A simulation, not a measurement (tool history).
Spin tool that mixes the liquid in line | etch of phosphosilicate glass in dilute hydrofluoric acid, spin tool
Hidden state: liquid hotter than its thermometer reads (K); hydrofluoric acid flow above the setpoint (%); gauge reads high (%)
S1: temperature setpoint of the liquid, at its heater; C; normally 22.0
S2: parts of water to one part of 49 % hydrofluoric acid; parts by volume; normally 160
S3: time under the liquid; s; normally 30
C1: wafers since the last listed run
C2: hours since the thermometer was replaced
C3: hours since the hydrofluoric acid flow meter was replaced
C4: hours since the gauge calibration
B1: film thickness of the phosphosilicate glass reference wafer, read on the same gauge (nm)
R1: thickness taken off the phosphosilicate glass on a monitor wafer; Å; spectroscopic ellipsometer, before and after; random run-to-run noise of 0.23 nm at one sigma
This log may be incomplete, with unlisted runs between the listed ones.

run,hour,S1,S2,S3,C1,C2,C3,C4,B1,R1
1,0.0,22.0,160,35,0,1901.3,1085.2,1303.6,139.95,299.1
2,88.9,22.0,95,30,1703,1990.2,1174.1,1392.5,140.01,456.4
3,151.8,22.0,95,30,1205,2053.1,1237.0,1455.4,139.99,462.1
4,231.2,22.0,100,30,1521,2132.5,1316.4,1534.8,140.03,437.7
5,277.2,22.0,100,30,881,2178.5,1362.4,1580.8,140.01,439.9
6,340.9,22.0,160,20,1220,2242.2,1426.1,1644.5,140.00,170.9
7,425.9,22.0,205,25,1628,2327.2,1511.1,1729.5,139.99,162.0
8,471.7,22.0,160,30,877,2373.0,1556.9,1775.3,140.00,256.3
9,528.6,22.0,160,30,1090,2429.9,1613.8,1832.2,139.99,258.4
10,574.8,22.0,160,30,885,2476.1,1660.0,1878.4,140.01,261.3
11,633.2,22.0,160,30,1118,2534.5,1718.4,1936.8,139.98,256.3
# hour 704.8: thermometer replaced
12,713.2,22.0,160,30,1513,8.4,1798.4,2016.8,140.03,261.6
13,759.3,22.0,160,30,883,54.5,1844.5,2062.9,140.00,262.3
14,838.1,22.0,160,30,1509,133.3,1923.3,2141.7,140.02,266.9
15,904.8,22.0,160,30,1278,200.0,1990.0,2208.4,140.00,265.4
# hour 985.1: gauge calibrated
16,1011.6,17.0,160,30,2046,306.8,2096.8,26.5,139.99,216.3
17,1049.9,24.5,160,15,733,345.1,2135.1,64.8,140.01,148.3
18,1117.7,26.5,215,15,1299,412.9,2202.9,132.6,140.04,111.2
19,1164.3,17.5,210,25,892,459.5,2249.5,179.2,140.01,136.0
20,1225.8,26.5,215,15,1178,521.0,2311.0,240.7,140.00,113.4
# hour 1284.5: hydrofluoric acid flow meter replaced
21,1317.3,20.0,160,30,1734,612.5,32.8,332.2,139.98,219.3
22,1411.5,22.0,235,30,1804,706.7,127.0,426.4,140.01,150.7
23,1719.3,26.5,215,15,5897,1014.5,434.8,734.2,139.99,100.9
24,1758.1,22.0,195,30,743,1053.3,473.6,773.0,140.02,194.4
25,1810.1,22.0,160,30,996,1105.3,525.6,825.0,139.97,247.8
26,1868.4,23.5,200,30,1117,1163.6,583.9,883.3,139.97,201.5
27,1962.9,25.0,195,15,1810,1258.1,678.4,977.8,140.01,111.5
28,2044.4,24.5,160,30,1561,1339.6,759.9,1059.3,140.02,275.2

How the hidden state differs across the entries between the runs, from the last listed run before each to the first after it:
Logged between run 11 and run 12: thermometer replaced (hour 704.8)
  hydrofluoric acid flow above the setpoint (%): 9.65 -> 10
  what was measured, less what the result would be without the hidden state, R1: +26.1 -> +27.6 Å
Logged between run 15 and run 16: gauge calibrated (hour 985.1)
  hydrofluoric acid flow above the setpoint (%): 11 -> 11.5
  what was measured, less what the result would be without the hidden state, R1: +30.3 -> +25.4 Å
Logged between run 20 and run 21: hydrofluoric acid flow meter replaced (hour 1284.5)
  hydrofluoric acid flow above the setpoint (%): 12.6 -> 1.36
  what was measured, less what the result would be without the hidden state, R1: +15.4 -> +3.5 Å
